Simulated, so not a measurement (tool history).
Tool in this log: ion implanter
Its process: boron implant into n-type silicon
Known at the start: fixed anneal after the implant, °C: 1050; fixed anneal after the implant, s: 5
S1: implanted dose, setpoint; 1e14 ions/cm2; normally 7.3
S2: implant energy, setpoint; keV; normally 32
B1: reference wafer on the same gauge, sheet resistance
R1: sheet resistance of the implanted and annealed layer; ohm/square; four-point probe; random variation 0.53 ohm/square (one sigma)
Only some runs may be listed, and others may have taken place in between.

{"run": 1, "day": 0.0, "S1": 7.3, "S2": 32, "B1": 133, "R1": 161.83}
{"run": 2, "day": 1.221, "S1": 7.3, "S2": 32, "B1": 132.89, "R1": 160.64}
{"run": 3, "day": 5.075, "S1": 7.3, "S2": 32, "B1": 133.17, "R1": 162.94}
{"run": 4, "day": 5.604, "S1": 7.3, "S2": 32, "B1": 132.97, "R1": 162.57}
{"run": 5, "day": 6.942, "S1": 7.3, "S2": 32, "B1": 132.87, "R1": 162.96}
{"day": 8.35, "done": "Faraday cup replaced and dose calibrated"}
{"day": 10.571, "done": "gauge calibrated"}
{"run": 6, "day": 11.346, "S1": 7.3, "S2": 32, "B1": 133.01, "R1": 157.61}
{"run": 7, "day": 12.629, "S1": 7.3, "S2": 32, "B1": 132.86, "R1": 157.09}
{"run": 8, "day": 13.496, "S1": 7.3, "S2": 32, "B1": 132.75, "R1": 156.58}
{"run": 9, "day": 14.279, "S1": 7.3, "S2": 40.5, "B1": 133.07, "R1": 153.5}
{"day": 14.996, "done": "extraction supply calibrated"}
{"run": 10, "day": 15.271, "S1": 7.3, "S2": 32, "B1": 133, "R1": 156.64}
{"run": 11, "day": 16.083, "S1": 5.86, "S2": 41.5, "B1": 133.02, "R1": 183.98}
{"run": 12, "day": 16.925, "S1": 7.3, "S2": 32, "B1": 132.75, "R1": 156.68}
{"run": 13, "day": 17.683, "S1": 5.89, "S2": 39.5, "B1": 132.84, "R1": 183.1}
{"run": 14, "day": 18.983, "S1": 6, "S2": 24, "B1": 133.18, "R1": 190.67}

3 options for the next run, each taken on its own from the tool as it stands now. Forecast them:
{"run": "A", "day": 19.0, "S1": 7.3, "S2": 32, "B1": "?", "R1": "?"}
{"run": "B", "day": 19.0, "S1": 9.43, "S2": 35.5, "B1": "?", "R1": "?"}
{"run": "C", "day": 19.0, "S1": 8.21, "S2": 21.5, "B1": "?", "R1": "?"}

run=A B1=132.94 R1=157.89
run=B B1=132.94 R1=126.51
run=C B1=132.94 R1=147.75
Had the tool no hidden state, the same runs would have come out as:
run=A R1=158.19
run=B R1=126.75
run=C R1=148.04
